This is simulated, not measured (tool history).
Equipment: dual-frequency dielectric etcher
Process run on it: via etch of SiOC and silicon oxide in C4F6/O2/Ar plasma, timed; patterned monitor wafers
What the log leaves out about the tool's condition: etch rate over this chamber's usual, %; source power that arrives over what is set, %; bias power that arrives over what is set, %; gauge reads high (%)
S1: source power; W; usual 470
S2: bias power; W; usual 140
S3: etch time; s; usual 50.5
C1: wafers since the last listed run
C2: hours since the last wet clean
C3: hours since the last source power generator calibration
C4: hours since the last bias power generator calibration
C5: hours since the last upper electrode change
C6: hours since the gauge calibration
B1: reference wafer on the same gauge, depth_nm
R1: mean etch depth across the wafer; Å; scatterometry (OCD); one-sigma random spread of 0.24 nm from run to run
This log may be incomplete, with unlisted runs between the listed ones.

run	hour	S1	S2	S3	C1	C2	C3	C4	C5	C6	B1	R1
1	0	470	140	44.5	0	304.4	2323.2	2233.1	2837.1	35.1	57.9	473
2	49.5	470	140	44.5	591	353.9	2372.7	2282.6	2886.6	84.6	57.9	470
3	64.1	470	140	50.5	174	368.5	2387.3	2297.2	2901.2	99.2	57.9	535
4	82.3	470	140	50.5	217	386.7	2405.5	2315.4	2919.4	117.4	57.9	529
5	115	470	140	50.5	390	419.4	2438.2	2348.1	2952.1	150.1	57.8	533
6	128.1	470	140	50.5	156	432.5	2451.3	2361.2	2965.2	163.2	57.8	527
7	151.1	470	140	50.5	274	455.5	2474.3	2384.2	2988.2	186.2	58	526
8	169.5	470	118	50.5	219	473.9	2492.7	2402.6	3006.6	204.6	58	498
9	187.1	470	118	50.5	210	491.5	2510.3	2420.2	3024.2	222.2	57.8	494
10	208.1	470	118	50.5	250	512.5	2531.3	2441.2	3045.2	243.2	57.9	495
11	231.9	470	140	59	284	536.3	2555.1	2465	3069	267	57.9	617
12	255.8	470	140	59	285	560.2	2579	2488.9	3092.9	290.9	57.9	614
13	291	470	140	50.5	420	595.4	2614.2	2524.1	3128.1	326.1	57.8	525
# hour 309.1: source power generator calibrated
# hour 340.6: upper electrode replaced
# hour 345.3: wet clean of the chamber
14	345.8	510	140	50.5	263	0.5	36.7	2578.9	5.2	380.9	57.9	527
15	347.9	500	166	50.5	25	2.6	38.8	2581	7.3	383	57.8	558
16	359.9	470	122	45	143	14.6	50.8	2593	19.3	395	57.8	434
17	379.3	470	116	59	231	34	70.2	2612.4	38.7	414.4	57.8	555
18	391.4	470	140	50.5	144	46.1	82.3	2624.5	50.8	426.5	57.9	508
# hour 396.7: bias power generator calibrated
# hour 417.4: gauge calibrated
# hour 420.2: wet clean of the chamber, repeated, since the last time left the tool worse
19	425.4	510	124	41.5	78	5.2	116.3	28.7	84.8	8	58	444
20	438.6	590	107	58.5	157	18.4	129.5	41.9	98	21.2	57.9	634
21	456.7	470	114	65.5	216	36.5	147.6	60	116.1	39.3	58	657
22	488.5	470	140	50.5	379	68.3	179.4	91.8	147.9	71.1	57.9	546
23	506	400	140	62.5	209	85.8	196.9	109.3	165.4	88.6	58	626
24	531.9	370	107	41.5	309	111.7	222.8	135.2	191.3	114.5	57.8	363
25	552.2	470	140	38.5	242	132	243.1	155.5	211.6	134.8	57.9	413

Branching from run 25: 4 alternative next runs. What would each branch give?
A	552.6	470	140	50.5	4	132.4	243.5	155.9	212	135.2	?	?
B	552.6	470	150	45	4	132.4	243.5	155.9	212	135.2	?	?
C	552.6	550	166	57.5	4	132.4	243.5	155.9	212	135.2	?	?
D	552.6	360	170	45.5	4	132.4	243.5	155.9	212	135.2	?	?

run	B1	R1
A	57.9	543
B	57.9	496
C	57.9	703
D	57.9	471
Had the tool no hidden state, the same runs would have come out as:
run	R1
A	548
B	501
C	709
D	476
